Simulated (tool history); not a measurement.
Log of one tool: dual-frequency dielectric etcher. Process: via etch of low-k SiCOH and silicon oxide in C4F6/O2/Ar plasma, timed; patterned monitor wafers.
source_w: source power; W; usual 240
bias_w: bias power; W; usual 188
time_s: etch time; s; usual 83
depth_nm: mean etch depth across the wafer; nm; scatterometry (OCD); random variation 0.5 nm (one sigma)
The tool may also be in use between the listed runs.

run,hour,source_w,bias_w,time_s,wafers since the last listed run,hours since the last wet clean,hours since the last source power generator calibration,hours since the last bias power generator calibration,hours since the last upper electrode change,hours since the gauge calibration,"read-back reference wafer on the same gauge, depth_nm",depth_nm
1,0,240,204,83,0,47.3,2939.3,4154.6,4128.2,730.1,177,190.5
2,15.2,240,204,83,146,62.5,2954.5,4169.8,4143.4,745.3,177,190
3,41.9,240,188,83,256,89.2,2981.2,4196.5,4170.1,772,177,185
4,76.2,240,188,83,329,123.5,3015.5,4230.8,4204.4,806.3,177.1,185.6
5,107,240,188,83,296,154.3,3046.3,4261.6,4235.2,837.1,177,185.5
# hour 140.1: gauge calibrated
6,141.8,240,188,83,334,189.1,3081.1,4296.4,4270,1.7,177.1,185.3
7,175.4,290,188,83,323,222.7,3114.7,4330,4303.6,35.3,177.1,199.4
# hour 188: bias power generator calibrated
8,195.4,290,188,83,153,242.7,3134.7,7.4,4323.6,55.3,177.1,199.4
9,214.2,270,188,83,180,261.5,3153.5,26.2,4342.4,74.1,176.9,193.6
10,238,270,188,83,228,285.3,3177.3,50,4366.2,97.9,177,193.1
11,258.8,240,188,83,200,306.1,3198.1,70.8,4387,118.7,177.1,184.2
12,274.1,240,188,58.5,147,321.4,3213.4,86.1,4402.3,134,177,129.9
13,301.3,240,188,83,261,348.6,3240.6,113.3,4429.5,161.2,177,183.6
# hour 315: source power generator calibrated
# hour 327.8: upper electrode replaced
14,328.3,240,188,83,98,375.6,13.3,140.3,0.5,188.2,177,183.2
15,342.3,290,145,103.5,134,389.6,27.3,154.3,14.5,202.2,177,233.5
16,362.5,190,188,62,194,409.8,47.5,174.5,34.7,222.4,177,125.3
17,437.8,290,211,83,724,485.1,122.8,249.8,110,297.7,176.9,204.4
18,450.2,280,228,91.5,119,497.5,135.2,262.2,122.4,310.1,177.1,226.1
# hour 477.7: wet clean of the chamber
19,485.5,270,146,58.5,108,7.8,170.5,297.5,157.7,345.4,176.9,131.2
20,517.9,240,173,83,311,40.2,202.9,329.9,190.1,377.8,177,182.8
21,549.5,220,153,68,303,71.8,234.5,361.5,221.7,409.4,177.1,141.4
22,567.8,240,188,83,176,90.1,252.8,379.8,240,427.7,177.1,186.7
23,582.3,240,211,83,139,104.6,267.3,394.3,254.5,442.2,177,192.4
24,603.2,240,188,58.5,201,125.5,288.2,415.2,275.4,463.1,176.9,131
25,621.6,240,188,83,177,143.9,306.6,433.6,293.8,481.5,177,185.8
26,638.9,240,188,65,166,161.2,323.9,450.9,311.1,498.8,177,145.3
27,665.4,260,188,93.5,254,187.7,350.4,477.4,337.6,525.3,177,215.5
28,692.3,240,188,83,258,214.6,377.3,504.3,364.5,552.2,176.9,185.1
29,710,240,230,70,170,232.3,395,522,382.2,569.9,177,164.6
30,723.6,240,188,83,130,245.9,408.6,535.6,395.8,583.5,176.9,185.8
31,746.9,280,217,66,224,269.2,431.9,558.9,419.1,606.8,176.9,161.9

Forecast each of these 3 alternatives for the next run:
A,747.3,240,188,83,3,269.6,432.3,559.3,419.5,607.2,?,?
B,747.3,240,162,83,3,269.6,432.3,559.3,419.5,607.2,?,?
C,747.3,260,188,62.5,3,269.6,432.3,559.3,419.5,607.2,?,?

run,"read-back reference wafer on the same gauge, depth_nm",depth_nm
A,177,185.2
B,177,178.8
C,177,143.9
Without the tool's hidden state the same runs would have given:
run,depth_nm
A,186.6
B,180.2
C,145
